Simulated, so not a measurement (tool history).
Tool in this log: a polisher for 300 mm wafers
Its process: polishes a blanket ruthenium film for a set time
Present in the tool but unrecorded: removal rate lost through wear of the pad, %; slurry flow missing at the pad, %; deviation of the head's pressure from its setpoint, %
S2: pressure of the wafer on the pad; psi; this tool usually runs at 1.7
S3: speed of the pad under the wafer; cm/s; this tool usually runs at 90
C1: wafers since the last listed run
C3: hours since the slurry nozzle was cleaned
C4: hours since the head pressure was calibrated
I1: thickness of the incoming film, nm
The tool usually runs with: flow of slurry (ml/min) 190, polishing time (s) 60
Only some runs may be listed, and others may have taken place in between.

{"run": 1, "hour": 0.0, "flow of slurry (ml/min)": 190, "S2": 1.5, "S3": 90, "polishing time (s)": 50, "C1": 0, "wafers polished on this pad": 302, "C3": 682.0, "C4": 817.4, "I1": 300.8, "film removed (nm)": 41.0}
{"run": 2, "hour": 13.1, "flow of slurry (ml/min)": 190, "S2": 1.5, "S3": 90, "polishing time (s)": 50, "C1": 210, "wafers polished on this pad": 513, "C3": 695.1, "C4": 830.5, "I1": 297.4, "film removed (nm)": 40.3}
{"run": 3, "hour": 23.3, "flow of slurry (ml/min)": 190, "S2": 1.7, "S3": 90, "polishing time (s)": 60, "C1": 164, "wafers polished on this pad": 677, "C3": 705.3, "C4": 840.7, "I1": 305.0, "film removed (nm)": 52.0}
{"run": 4, "hour": 34.6, "flow of slurry (ml/min)": 155, "S2": 1.7, "S3": 90, "polishing time (s)": 60, "C1": 181, "wafers polished on this pad": 859, "C3": 716.6, "C4": 852.0, "I1": 302.8, "film removed (nm)": 48.7}
{"hour": 45.7, "done": "worn pad replaced by a new one"}
{"run": 5, "hour": 48.0, "flow of slurry (ml/min)": 155, "S2": 1.7, "S3": 90, "polishing time (s)": 60, "C1": 151, "wafers polished on this pad": 37, "C3": 730.0, "C4": 865.4, "I1": 299.9, "film removed (nm)": 56.4}
{"run": 6, "hour": 65.5, "flow of slurry (ml/min)": 155, "S2": 1.7, "S3": 90, "polishing time (s)": 60, "C1": 281, "wafers polished on this pad": 319, "C3": 747.5, "C4": 882.9, "I1": 301.0, "film removed (nm)": 52.9}
{"run": 7, "hour": 107.7, "flow of slurry (ml/min)": 190, "S2": 1.5, "S3": 90, "polishing time (s)": 60, "C1": 679, "wafers polished on this pad": 998, "C3": 789.7, "C4": 925.1, "I1": 299.8, "film removed (nm)": 44.8}
{"hour": 114.2, "done": "worn pad replaced by a new one"}
{"run": 8, "hour": 119.8, "flow of slurry (ml/min)": 190, "S2": 1.5, "S3": 90, "polishing time (s)": 60, "C1": 130, "wafers polished on this pad": 89, "C3": 801.8, "C4": 937.2, "I1": 304.3, "film removed (nm)": 53.2}
{"run": 9, "hour": 134.0, "flow of slurry (ml/min)": 190, "S2": 1.5, "S3": 90, "polishing time (s)": 60, "C1": 228, "wafers polished on this pad": 318, "C3": 816.0, "C4": 951.4, "I1": 302.8, "film removed (nm)": 50.1}
{"run": 10, "hour": 151.8, "flow of slurry (ml/min)": 175, "S2": 1.7, "S3": 90, "polishing time (s)": 47, "C1": 286, "wafers polished on this pad": 604, "C3": 833.8, "C4": 969.2, "I1": 302.5, "film removed (nm)": 40.7}
{"hour": 155.5, "done": "slurry nozzle cleaned"}
{"run": 11, "hour": 158.9, "flow of slurry (ml/min)": 190, "S2": 1.7, "S3": 90, "polishing time (s)": 60, "C1": 98, "wafers polished on this pad": 702, "C3": 3.4, "C4": 976.3, "I1": 299.2, "film removed (nm)": 51.7}
{"run": 12, "hour": 171.3, "flow of slurry (ml/min)": 235, "S2": 2.1, "S3": 112, "polishing time (s)": 42, "C1": 199, "wafers polished on this pad": 902, "C3": 15.8, "C4": 988.7, "I1": 298.1, "film removed (nm)": 53.8}
{"hour": 175.6, "done": "worn pad replaced by a new one, of another model than before"}
{"run": 13, "hour": 180.6, "flow of slurry (ml/min)": 190, "S2": 1.5, "S3": 90, "polishing time (s)": 80, "C1": 85, "wafers polished on this pad": 80, "C3": 25.1, "C4": 998.0, "I1": 298.9, "film removed (nm)": 69.8}
{"run": 14, "hour": 188.8, "flow of slurry (ml/min)": 190, "S2": 1.7, "S3": 90, "polishing time (s)": 60, "C1": 132, "wafers polished on this pad": 212, "C3": 33.3, "C4": 1006.2, "I1": 298.5, "film removed (nm)": 54.8}
{"run": 15, "hour": 205.3, "flow of slurry (ml/min)": 160, "S2": 1.7, "S3": 104, "polishing time (s)": 60, "C1": 265, "wafers polished on this pad": 478, "C3": 49.8, "C4": 1022.7, "I1": 301.2, "film removed (nm)": 58.5}
{"hour": 211.5, "done": "head pressure recalibrated"}
{"run": 16, "hour": 222.8, "flow of slurry (ml/min)": 190, "S2": 1.4, "S3": 90, "polishing time (s)": 60, "C1": 249, "wafers polished on this pad": 728, "C3": 67.3, "C4": 11.3, "I1": 300.9, "film removed (nm)": 47.5}
{"hour": 234.6, "done": "worn pad replaced by a new one"}
{"run": 17, "hour": 235.1, "flow of slurry (ml/min)": 190, "S2": 2.2, "S3": 90, "polishing time (s)": 69, "C1": 133, "wafers polished on this pad": 8, "C3": 79.6, "C4": 23.6, "I1": 302.3, "film removed (nm)": 72.9}
{"run": 18, "hour": 244.9, "flow of slurry (ml/min)": 205, "S2": 2.3, "S3": 70, "polishing time (s)": 40, "C1": 157, "wafers polished on this pad": 166, "C3": 89.4, "C4": 33.4, "I1": 305.9, "film removed (nm)": 35.5}
{"run": 19, "hour": 260.8, "flow of slurry (ml/min)": 170, "S2": 1.2, "S3": 106, "polishing time (s)": 74, "C1": 256, "wafers polished on this pad": 422, "C3": 105.3, "C4": 49.3, "I1": 296.4, "film removed (nm)": 64.3}
{"run": 20, "hour": 272.5, "flow of slurry (ml/min)": 190, "S2": 1.2, "S3": 90, "polishing time (s)": 60, "C1": 188, "wafers polished on this pad": 610, "C3": 117.0, "C4": 61.0, "I1": 304.3, "film removed (nm)": 46.4}
{"hour": 304.8, "done": "worn pad replaced by a new one"}
{"run": 21, "hour": 310.2, "flow of slurry (ml/min)": 190, "S2": 1.7, "S3": 74, "polishing time (s)": 67, "C1": 542, "wafers polished on this pad": 86, "C3": 154.7, "C4": 98.7, "I1": 301.0, "film removed (nm)": 54.6}

Consider 4 possible next runs. They are alternatives, not a sequence: every one starts from the tool as it was left by run 21. What does each give?
{"run": "A", "hour": 310.6, "flow of slurry (ml/min)": 190, "S2": 1.7, "S3": 90, "polishing time (s)": 73, "C1": 6, "wafers polished on this pad": 92, "C3": 155.1, "C4": 99.1, "I1": 304.5, "film removed (nm)": "?"}
{"run": "B", "hour": 310.6, "flow of slurry (ml/min)": 190, "S2": 1.3, "S3": 90, "polishing time (s)": 60, "C1": 6, "wafers polished on this pad": 92, "C3": 155.1, "C4": 99.1, "I1": 304.5, "film removed (nm)": "?"}
{"run": "C", "hour": 310.6, "flow of slurry (ml/min)": 190, "S2": 1.7, "S3": 60, "polishing time (s)": 50, "C1": 6, "wafers polished on this pad": 92, "C3": 155.1, "C4": 99.1, "I1": 304.5, "film removed (nm)": "?"}
{"run": "D", "hour": 310.6, "flow of slurry (ml/min)": 250, "S2": 2.1, "S3": 110, "polishing time (s)": 60, "C1": 6, "wafers polished on this pad": 92, "C3": 155.1, "C4": 99.1, "I1": 304.5, "film removed (nm)": "?"}

run=A film_removed_(nm)=69.1
run=B film_removed_(nm)=50.7
run=C film_removed_(nm)=35.0
run=D film_removed_(nm)=75.3
Had the tool no hidden state, the same runs would have come out as:
run=A film_removed_(nm)=70.1
run=B film_removed_(nm)=51.4
run=C film_removed_(nm)=35.5
run=D film_removed_(nm)=76.4
